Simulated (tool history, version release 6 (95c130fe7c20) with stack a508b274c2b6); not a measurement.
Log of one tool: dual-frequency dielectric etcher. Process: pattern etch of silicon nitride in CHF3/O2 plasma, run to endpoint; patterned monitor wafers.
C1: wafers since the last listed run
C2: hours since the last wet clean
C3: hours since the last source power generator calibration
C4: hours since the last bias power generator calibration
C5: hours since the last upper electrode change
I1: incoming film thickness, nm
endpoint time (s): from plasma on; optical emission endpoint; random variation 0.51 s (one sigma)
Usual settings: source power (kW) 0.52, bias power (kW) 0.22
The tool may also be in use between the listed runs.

Run 1, hour 0: usual settings but bias power (kW) 0.199; C1 0; C2 170.6; C3 1913; C4 3406.2; C5 2015.5; I1 92.8. Result: endpoint time (s) 60.6.
Run 2, hour 36.2: usual settings; C1 335; C2 206.8; C3 1949.2; C4 3442.4; C5 2051.7; I1 92.5. Result: endpoint time (s) 59.4.
Run 3, hour 98.6: usual settings but source power (kW) 0.55; C1 578; C2 269.2; C3 2011.6; C4 3504.8; C5 2114.1; I1 92. Result: endpoint time (s) 56.5.
Run 4, hour 137.5: usual settings but bias power (kW) 0.201; C1 360; C2 308.1; C3 2050.5; C4 3543.7; C5 2153; I1 92.2. Result: endpoint time (s) 59.4.
Run 5, hour 193.3: usual settings but bias power (kW) 0.201; C1 516; C2 363.9; C3 2106.3; C4 3599.5; C5 2208.8; I1 91.9. Result: endpoint time (s) 59.1.
Run 6, hour 226.4: usual settings but bias power (kW) 0.233; C1 306; C2 397; C3 2139.4; C4 3632.6; C5 2241.9; I1 92. Result: endpoint time (s) 55.9.
Run 7, hour 251.9: usual settings; C1 236; C2 422.5; C3 2164.9; C4 3658.1; C5 2267.4; I1 92.3. Result: endpoint time (s) 58.4.
At hour 296.8: bias power generator calibrated.
Run 8, hour 303.1: usual settings; C1 437; C2 473.7; C3 2216.1; C4 6.3; C5 2318.6; I1 92.2. Result: endpoint time (s) 58.1.
Run 9, hour 370.8: usual settings; C1 627; C2 541.4; C3 2283.8; C4 74; C5 2386.3; I1 91.5. Result: endpoint time (s) 56.7.
At hour 409.9: wet clean of the chamber.
At hour 436.5: upper electrode replaced.
Run 10, hour 438.2: usual settings; C1 179; C2 28.3; C3 2351.2; C4 141.4; C5 1.7; I1 91.6. Result: endpoint time (s) 60.8.
Run 11, hour 469: usual settings but source power (kW) 0.57; C1 285; C2 59.1; C3 2382; C4 172.2; C5 32.5; I1 92.6. Result: endpoint time (s) 59.
Run 12, hour 539.2: usual settings but bias power (kW) 0.196; C1 650; C2 129.3; C3 2452.2; C4 242.4; C5 102.7; I1 91.8. Result: endpoint time (s) 60.9.
Run 13, hour 565.3: usual settings but source power (kW) 0.64, bias power (kW) 0.174; C1 241; C2 155.4; C3 2478.3; C4 268.5; C5 128.8; I1 91.2. Result: endpoint time (s) 58.2.
Run 14, hour 618.5: usual settings; C1 492; C2 208.6; C3 2531.5; C4 321.7; C5 182; I1 91.6. Result: endpoint time (s) 59.3.
Run 15, hour 667: usual settings but source power (kW) 0.39, bias power (kW) 0.241; C1 449; C2 257.1; C3 2580; C4 370.2; C5 230.5; I1 92.6. Result: endpoint time (s) 64.9.
Run 16, hour 692.1: usual settings but source power (kW) 0.42, bias power (kW) 0.255; C1 232; C2 282.2; C3 2605.1; C4 395.3; C5 255.6; I1 92.2. Result: endpoint time (s) 60.5.
Run 17, hour 721: usual settings but source power (kW) 0.43, bias power (kW) 0.254; C1 267; C2 311.1; C3 2634; C4 424.2; C5 284.5; I1 91.6. Result: endpoint time (s) 60.8.
Run 18, hour 774.5: usual settings but source power (kW) 0.42, bias power (kW) 0.242; C1 495; C2 364.6; C3 2687.5; C4 477.7; C5 338; I1 92.1. Result: endpoint time (s) 61.8.
Run 19, hour 818.3: usual settings but source power (kW) 0.49, bias power (kW) 0.18; C1 405; C2 408.4; C3 2731.3; C4 521.5; C5 381.8; I1 91.7. Result: endpoint time (s) 62.4.
Run 20, hour 865.9: usual settings but source power (kW) 0.58, bias power (kW) 0.266; C1 440; C2 456; C3 2778.9; C4 569.1; C5 429.4; I1 92.3. Result: endpoint time (s) 53.2.
Run 21, hour 891: usual settings but source power (kW) 0.42, bias power (kW) 0.198; C1 232; C2 481.1; C3 2804; C4 594.2; C5 454.5; I1 93.1. Result: endpoint time (s) 64.5.
At hour 920.1: source power generator calibrated.
Run 22, hour 957.3: usual settings but source power (kW) 0.65, bias power (kW) 0.236; C1 577; C2 547.4; C3 37.2; C4 660.5; C5 520.8; I1 92.3. Result: endpoint time (s) 51.6.
At hour 985.5: wet clean of the chamber.
Run 23, hour 1002.2: usual settings but bias power (kW) 0.173; C1 193; C2 16.7; C3 82.1; C4 705.4; C5 565.7; I1 92.1. Result: endpoint time (s) 64.4.
Run 24, hour 1061: usual settings but source power (kW) 0.57; C1 544; C2 75.5; C3 140.9; C4 764.2; C5 624.5; I1 91.9. Result: endpoint time (s) 59.5.
Run 25, hour 1116.6: usual settings but source power (kW) 0.46; C1 515; C2 131.1; C3 196.5; C4 819.8; C5 680.1; I1 92.3. Result: endpoint time (s) 62.5.
Run 26, hour 1155.3: usual settings; C1 358; C2 169.8; C3 235.2; C4 858.5; C5 718.8; I1 91.9. Result: endpoint time (s) 60.5.
Run 27, hour 1210.5: usual settings but source power (kW) 0.42, bias power (kW) 0.175; C1 511; C2 225; C3 290.4; C4 913.7; C5 774; I1 92.2. Result: endpoint time (s) 69.6.
Run 28, hour 1244: usual settings but source power (kW) 0.58, bias power (kW) 0.244; C1 310; C2 258.5; C3 323.9; C4 947.2; C5 807.5; I1 92.8. Result: endpoint time (s) 55.8.
Run 29, hour 1270.4: usual settings; C1 244; C2 284.9; C3 350.3; C4 973.6; C5 833.9; I1 92.4. Result: endpoint time (s) 58.2.
Run 30, hour 1329.7: usual settings but bias power (kW) 0.182; C1 549; C2 344.2; C3 409.6; C4 1032.9; C5 893.2; I1 92.8. Result: endpoint time (s) 62.7.
Run 31, hour 1358.9: usual settings but source power (kW) 0.49, bias power (kW) 0.18; C1 270; C2 373.4; C3 438.8; C4 1062.1; C5 922.4; I1 91.9. Result: endpoint time (s) 63.3.
Run 32, hour 1400.4: usual settings but bias power (kW) 0.201; C1 384; C2 414.9; C3 480.3; C4 1103.6; C5 963.9; I1 92.1. Result: endpoint time (s) 59.8.
Run 33, hour 1440.9: usual settings but source power (kW) 0.65; C1 375; C2 455.4; C3 520.8; C4 1144.1; C5 1004.4; I1 92.2. Result: endpoint time (s) 52.9.
Run 34, hour 1483.4: usual settings but bias power (kW) 0.165; C1 393; C2 497.9; C3 563.3; C4 1186.6; C5 1046.9; I1 91.7. Result: endpoint time (s) 61.5.
At hour 1534.1: wet clean of the chamber.
Run 35, hour 1538.1: usual settings; C1 284; C2 4; C3 618; C4 1241.3; C5 1101.6; I1 92.7. Result: endpoint time (s) 61.9.

Forecast each of these 4 alternatives for the next run:
Run A, hour 1538.5: usual settings but bias power (kW) 0.174; C1 3; C2 4.4; C3 618.4; C4 1241.7; C5 1102; I1 92.2. Result: endpoint time (s) ?.
Run B, hour 1538.5: usual settings but source power (kW) 0.59, bias power (kW) 0.203; C1 3; C2 4.4; C3 618.4; C4 1241.7; C5 1102; I1 92.2. Result: endpoint time (s) ?.
Run C, hour 1538.5: usual settings but source power (kW) 0.48; C1 3; C2 4.4; C3 618.4; C4 1241.7; C5 1102; I1 92.2. Result: endpoint time (s) ?.
Run D, hour 1538.5: usual settings but source power (kW) 0.63, bias power (kW) 0.189; C1 3; C2 4.4; C3 618.4; C4 1241.7; C5 1102; I1 92.2. Result: endpoint time (s) ?.

run  endpoint time (s)
  A               64.4
  B               58.8
  C               62.4
  D               58.3
Without the tool's hidden state the same runs would have given:
run  endpoint time (s)
  A               63.6
  B                 58
  C               61.6
  D               57.6
